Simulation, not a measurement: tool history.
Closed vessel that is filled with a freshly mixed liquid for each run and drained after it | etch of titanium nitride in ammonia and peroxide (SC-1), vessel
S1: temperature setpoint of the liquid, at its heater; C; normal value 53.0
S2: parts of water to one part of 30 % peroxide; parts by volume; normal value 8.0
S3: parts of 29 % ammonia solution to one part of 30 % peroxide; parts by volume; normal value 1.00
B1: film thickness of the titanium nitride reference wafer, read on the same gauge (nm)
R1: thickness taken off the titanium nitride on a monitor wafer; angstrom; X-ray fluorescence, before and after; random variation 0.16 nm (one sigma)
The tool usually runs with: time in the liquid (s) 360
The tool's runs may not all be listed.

{"run": 1, "hour": 0.0, "S1": 53.0, "S2": 8.0, "S3": 1.0, "time in the liquid (s)": 360, "B1": 109.99, "R1": 358.5}
{"run": 2, "hour": 68.0, "S1": 53.0, "S2": 8.0, "S3": 1.0, "time in the liquid (s)": 360, "B1": 110.01, "R1": 358.5}
{"run": 3, "hour": 182.8, "S1": 53.0, "S2": 8.0, "S3": 1.0, "time in the liquid (s)": 360, "B1": 110.02, "R1": 358.4}
{"run": 4, "hour": 252.2, "S1": 53.0, "S2": 8.0, "S3": 1.0, "time in the liquid (s)": 360, "B1": 110.01, "R1": 356.3}
{"run": 5, "hour": 291.9, "S1": 53.0, "S2": 8.0, "S3": 1.0, "time in the liquid (s)": 360, "B1": 110.02, "R1": 360.1}
{"run": 6, "hour": 362.2, "S1": 53.0, "S2": 8.0, "S3": 1.0, "time in the liquid (s)": 360, "B1": 110.0, "R1": 360.6}
{"run": 7, "hour": 409.5, "S1": 53.0, "S2": 10.0, "S3": 1.0, "time in the liquid (s)": 570, "B1": 110.01, "R1": 513.8}
{"run": 8, "hour": 453.9, "S1": 53.0, "S2": 8.0, "S3": 1.0, "time in the liquid (s)": 360, "B1": 110.0, "R1": 359.7}
{"hour": 495.1, "done": "ammonia flow meter replaced"}
{"run": 9, "hour": 499.1, "S1": 53.0, "S2": 8.0, "S3": 1.0, "time in the liquid (s)": 360, "B1": 110.04, "R1": 363.2}
{"run": 10, "hour": 569.0, "S1": 53.0, "S2": 8.0, "S3": 1.0, "time in the liquid (s)": 540, "B1": 110.03, "R1": 546.6}
{"hour": 587.0, "done": "gauge calibrated"}
{"run": 11, "hour": 609.7, "S1": 53.0, "S2": 8.0, "S3": 1.0, "time in the liquid (s)": 360, "B1": 110.01, "R1": 360.9}
{"run": 12, "hour": 677.3, "S1": 53.0, "S2": 8.0, "S3": 1.0, "time in the liquid (s)": 150, "B1": 109.99, "R1": 150.5}
{"run": 13, "hour": 717.6, "S1": 53.0, "S2": 8.0, "S3": 0.7, "time in the liquid (s)": 360, "B1": 110.05, "R1": 343.4}
{"run": 14, "hour": 758.4, "S1": 49.0, "S2": 8.0, "S3": 1.0, "time in the liquid (s)": 360, "B1": 109.98, "R1": 276.0}
{"hour": 787.9, "done": "new drum of ammonia solution connected"}
{"run": 15, "hour": 817.2, "S1": 60.5, "S2": 8.0, "S3": 0.7, "time in the liquid (s)": 360, "B1": 110.0, "R1": 568.8}
{"run": 16, "hour": 857.4, "S1": 53.0, "S2": 7.0, "S3": 0.55, "time in the liquid (s)": 220, "B1": 110.02, "R1": 215.7}
{"run": 17, "hour": 929.2, "S1": 53.0, "S2": 7.0, "S3": 1.0, "time in the liquid (s)": 360, "B1": 110.01, "R1": 390.1}
{"hour": 951.1, "done": "thermometer replaced"}
{"run": 18, "hour": 963.7, "S1": 53.0, "S2": 8.0, "S3": 0.6, "time in the liquid (s)": 360, "B1": 109.98, "R1": 325.2}
{"run": 19, "hour": 994.0, "S1": 53.0, "S2": 6.0, "S3": 1.0, "time in the liquid (s)": 360, "B1": 110.0, "R1": 401.3}
{"run": 20, "hour": 1049.7, "S1": 53.0, "S2": 8.0, "S3": 1.0, "time in the liquid (s)": 360, "B1": 110.0, "R1": 352.2}
{"run": 21, "hour": 1112.0, "S1": 53.0, "S2": 11.0, "S3": 0.8, "time in the liquid (s)": 360, "B1": 110.02, "R1": 288.1}
{"run": 22, "hour": 1161.2, "S1": 53.0, "S2": 8.0, "S3": 1.0, "time in the liquid (s)": 360, "B1": 110.02, "R1": 353.3}
{"run": 23, "hour": 1231.4, "S1": 53.0, "S2": 11.0, "S3": 1.0, "time in the liquid (s)": 360, "B1": 110.01, "R1": 298.6}
{"run": 24, "hour": 1303.2, "S1": 53.0, "S2": 8.0, "S3": 1.0, "time in the liquid (s)": 360, "B1": 109.98, "R1": 350.8}
{"run": 25, "hour": 1371.3, "S1": 59.5, "S2": 5.5, "S3": 1.0, "time in the liquid (s)": 360, "B1": 109.99, "R1": 643.4}
{"run": 26, "hour": 1405.2, "S1": 53.0, "S2": 5.5, "S3": 1.0, "time in the liquid (s)": 360, "B1": 110.0, "R1": 419.0}

What if the next run were any one of these 5? Each begins from the tool's condition after run 26:
{"run": "A", "hour": 1405.9, "S1": 53.0, "S2": 8.0, "S3": 1.0, "time in the liquid (s)": 360, "B1": "?", "R1": "?"}
{"run": "B", "hour": 1405.9, "S1": 56.5, "S2": 5.0, "S3": 1.0, "time in the liquid (s)": 360, "B1": "?", "R1": "?"}
{"run": "C", "hour": 1405.9, "S1": 50.0, "S2": 8.0, "S3": 1.0, "time in the liquid (s)": 430, "B1": "?", "R1": "?"}
{"run": "D", "hour": 1405.9, "S1": 48.5, "S2": 8.0, "S3": 1.0, "time in the liquid (s)": 360, "B1": "?", "R1": "?"}
{"run": "E", "hour": 1405.9, "S1": 53.0, "S2": 6.0, "S3": 1.0, "time in the liquid (s)": 300, "B1": "?", "R1": "?"}

run=A B1=110.01 R1=354.7
run=B B1=110.01 R1=556.6
run=C B1=110.01 R1=344.5
run=D B1=110.01 R1=259.7
run=E B1=110.01 R1=337.9
Take away the tool's hidden state, keep each run's random variation, and the runs would have read:
run=A R1=350.6
run=B R1=550.3
run=C R1=340.4
run=D R1=256.6
run=E R1=334.0
